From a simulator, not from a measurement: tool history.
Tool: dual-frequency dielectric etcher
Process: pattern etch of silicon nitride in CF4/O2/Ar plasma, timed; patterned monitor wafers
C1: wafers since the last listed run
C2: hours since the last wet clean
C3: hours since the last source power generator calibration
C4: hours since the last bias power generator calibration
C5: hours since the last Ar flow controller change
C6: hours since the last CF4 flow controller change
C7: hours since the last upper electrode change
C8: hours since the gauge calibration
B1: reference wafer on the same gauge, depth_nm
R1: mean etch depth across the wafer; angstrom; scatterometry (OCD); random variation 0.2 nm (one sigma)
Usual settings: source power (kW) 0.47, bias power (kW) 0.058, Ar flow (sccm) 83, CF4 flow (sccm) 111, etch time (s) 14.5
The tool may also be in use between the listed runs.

run 1 day=0 | source_power_(kW)=0.47 bias_power_(kW)=0.058 Ar_flow_(sccm)=69 CF4_flow_(sccm)=111 etch_time_(s)=14.5 | C1=0 C2=120.5 C3=2333.2 C4=1097.6 C5=1697.5 C6=1981.6 C7=5859.9 C8=746.2 | B1=24.31 | R1=291.4
run 2 day=2.388 | source_power_(kW)=0.47 bias_power_(kW)=0.058 Ar_flow_(sccm)=83 CF4_flow_(sccm)=111 etch_time_(s)=14.5 | C1=884 C2=177.8 C3=2390.5 C4=1154.9 C5=1754.8 C6=2038.9 C7=5917.2 C8=803.5 | B1=24.31 | R1=279.8
run 3 day=4.104 | source_power_(kW)=0.47 bias_power_(kW)=0.058 Ar_flow_(sccm)=83 CF4_flow_(sccm)=111 etch_time_(s)=14.5 | C1=636 C2=219 C3=2431.7 C4=1196.1 C5=1796 C6=2080.1 C7=5958.4 C8=844.7 | B1=24.24 | R1=278.7
run 4 day=5.338 | source_power_(kW)=0.47 bias_power_(kW)=0.058 Ar_flow_(sccm)=83 CF4_flow_(sccm)=111 etch_time_(s)=14.5 | C1=457 C2=248.6 C3=2461.3 C4=1225.7 C5=1825.6 C6=2109.7 C7=5988 C8=874.3 | B1=24.33 | R1=279.1
-- day=7.358 gauge calibrated
-- day=8.754 upper electrode replaced
run 5 day=8.775 | source_power_(kW)=0.47 bias_power_(kW)=0.058 Ar_flow_(sccm)=83 CF4_flow_(sccm)=111 etch_time_(s)=14.5 | C1=903 C2=331.1 C3=2543.8 C4=1308.2 C5=1908.1 C6=2192.2 C7=0.5 C8=34 | B1=24.28 | R1=280.3
run 6 day=9.85 | source_power_(kW)=0.44 bias_power_(kW)=0.058 Ar_flow_(sccm)=83 CF4_flow_(sccm)=111 etch_time_(s)=14.5 | C1=398 C2=356.9 C3=2569.6 C4=1334 C5=1933.9 C6=2218 C7=26.3 C8=59.8 | B1=24.31 | R1=264.6
-- day=10.812 source power generator calibrated
run 7 day=12.021 | source_power_(kW)=0.47 bias_power_(kW)=0.058 Ar_flow_(sccm)=75 CF4_flow_(sccm)=100 etch_time_(s)=11 | C1=742 C2=409 C3=29 C4=1386.1 C5=1986 C6=2270.1 C7=78.4 C8=111.9 | B1=24.25 | R1=223
run 8 day=13.125 | source_power_(kW)=0.4 bias_power_(kW)=0.071 Ar_flow_(sccm)=91 CF4_flow_(sccm)=120 etch_time_(s)=14.5 | C1=409 C2=435.5 C3=55.5 C4=1412.6 C5=2012.5 C6=2296.6 C7=104.9 C8=138.4 | B1=24.27 | R1=273.8
run 9 day=15.204 | source_power_(kW)=0.55 bias_power_(kW)=0.047 Ar_flow_(sccm)=83 CF4_flow_(sccm)=111 etch_time_(s)=14.5 | C1=770 C2=485.4 C3=105.4 C4=1462.5 C5=2062.4 C6=2346.5 C7=154.8 C8=188.3 | B1=24.25 | R1=315.4
-- day=15.575 CF4 flow controller replaced
run 10 day=17.562 | source_power_(kW)=0.47 bias_power_(kW)=0.058 Ar_flow_(sccm)=90 CF4_flow_(sccm)=111 etch_time_(s)=17 | C1=781 C2=542 C3=162 C4=1519.1 C5=2119 C6=47.7 C7=211.4 C8=244.9 | B1=24.32 | R1=342.7
-- day=18.283 bias power generator calibrated
run 11 day=18.575 | source_power_(kW)=0.47 bias_power_(kW)=0.058 Ar_flow_(sccm)=83 CF4_flow_(sccm)=111 etch_time_(s)=14.5 | C1=313 C2=566.3 C3=186.3 C4=7 C5=2143.3 C6=72 C7=235.7 C8=269.2 | B1=24.29 | R1=294.2
run 12 day=20.617 | source_power_(kW)=0.41 bias_power_(kW)=0.058 Ar_flow_(sccm)=76 CF4_flow_(sccm)=118 etch_time_(s)=11 | C1=756 C2=615.3 C3=235.3 C4=56 C5=2192.3 C6=121 C7=284.7 C8=318.2 | B1=24.32 | R1=195.2
-- day=23.3 wet clean of the chamber
run 13 day=23.55 | source_power_(kW)=0.36 bias_power_(kW)=0.051 Ar_flow_(sccm)=83 CF4_flow_(sccm)=92 etch_time_(s)=16.5 | C1=716 C2=6 C3=305.7 C4=126.4 C5=2262.7 C6=191.4 C7=355.1 C8=388.6 | B1=24.29 | R1=230.7
run 14 day=25.312 | source_power_(kW)=0.47 bias_power_(kW)=0.058 Ar_flow_(sccm)=83 CF4_flow_(sccm)=111 etch_time_(s)=15.5 | C1=653 C2=48.3 C3=348 C4=168.7 C5=2305 C6=233.7 C7=397.4 C8=430.9 | B1=24.31 | R1=315
run 15 day=27.942 | source_power_(kW)=0.47 bias_power_(kW)=0.05 Ar_flow_(sccm)=89 CF4_flow_(sccm)=111 etch_time_(s)=14.5 | C1=974 C2=111.4 C3=411.1 C4=231.8 C5=2368.1 C6=296.8 C7=460.5 C8=494 | B1=24.3 | R1=271.3
run 16 day=30.504 | source_power_(kW)=0.47 bias_power_(kW)=0.058 Ar_flow_(sccm)=68 CF4_flow_(sccm)=111 etch_time_(s)=18 | C1=949 C2=172.9 C3=472.6 C4=293.3 C5=2429.6 C6=358.3 C7=522 C8=555.5 | B1=24.31 | R1=373.2
-- day=31.704 Ar flow controller replaced
run 17 day=36.196 | source_power_(kW)=0.47 bias_power_(kW)=0.058 Ar_flow_(sccm)=83 CF4_flow_(sccm)=111 etch_time_(s)=14.5 | C1=2016 C2=309.5 C3=609.2 C4=429.9 C5=107.8 C6=494.9 C7=658.6 C8=692.1 | B1=24.31 | R1=291.8
run 18 day=38.288 | source_power_(kW)=0.47 bias_power_(kW)=0.058 Ar_flow_(sccm)=83 CF4_flow_(sccm)=111 etch_time_(s)=13 | C1=775 C2=359.7 C3=659.4 C4=480.1 C5=158 C6=545.1 C7=708.8 C8=742.3 | B1=24.3 | R1=264
run 19 day=39.817 | source_power_(kW)=0.47 bias_power_(kW)=0.058 Ar_flow_(sccm)=83 CF4_flow_(sccm)=111 etch_time_(s)=14.5 | C1=566 C2=396.4 C3=696.1 C4=516.8 C5=194.7 C6=581.8 C7=745.5 C8=779 | B1=24.33 | R1=293.2
run 20 day=41.875 | source_power_(kW)=0.47 bias_power_(kW)=0.063 Ar_flow_(sccm)=83 CF4_flow_(sccm)=130 etch_time_(s)=14.5 | C1=762 C2=445.8 C3=745.5 C4=566.2 C5=244.1 C6=631.2 C7=794.9 C8=828.4 | B1=24.28 | R1=307.4
run 21 day=43.908 | source_power_(kW)=0.47 bias_power_(kW)=0.068 Ar_flow_(sccm)=83 CF4_flow_(sccm)=133 etch_time_(s)=14.5 | C1=753 C2=494.6 C3=794.3 C4=615 C5=292.9 C6=680 C7=843.7 C8=877.2 | B1=24.36 | R1=320.7
-- day=46.442 wet clean of the chamber
run 22 day=46.567 | source_power_(kW)=0.58 bias_power_(kW)=0.058 Ar_flow_(sccm)=95 CF4_flow_(sccm)=111 etch_time_(s)=11.5 | C1=614 C2=3 C3=858.1 C4=678.8 C5=356.7 C6=743.8 C7=907.5 C8=941 | B1=24.33 | R1=283.6

Forecast each of these 3 alternatives for the next run:
run A day=46.583 | source_power_(kW)=0.47 bias_power_(kW)=0.058 Ar_flow_(sccm)=100 CF4_flow_(sccm)=111 etch_time_(s)=14.5 | C1=6 C2=3.4 C3=858.5 C4=679.2 C5=357.1 C6=744.2 C7=907.9 C8=941.4 | B1=? | R1=?
run B day=46.583 | source_power_(kW)=0.43 bias_power_(kW)=0.054 Ar_flow_(sccm)=92 CF4_flow_(sccm)=111 etch_time_(s)=14.5 | C1=6 C2=3.4 C3=858.5 C4=679.2 C5=357.1 C6=744.2 C7=907.9 C8=941.4 | B1=? | R1=?
run C day=46.583 | source_power_(kW)=0.39 bias_power_(kW)=0.058 Ar_flow_(sccm)=91 CF4_flow_(sccm)=119 etch_time_(s)=11.5 | C1=6 C2=3.4 C3=858.5 C4=679.2 C5=357.1 C6=744.2 C7=907.9 C8=941.4 | B1=? | R1=?

run=A B1=24.26 R1=279.7
run=B B1=24.26 R1=249.7
run=C B1=24.26 R1=185.5
Without the tool's hidden state the same runs would have given:
run=A R1=282
run=B R1=251.7
run=C R1=187
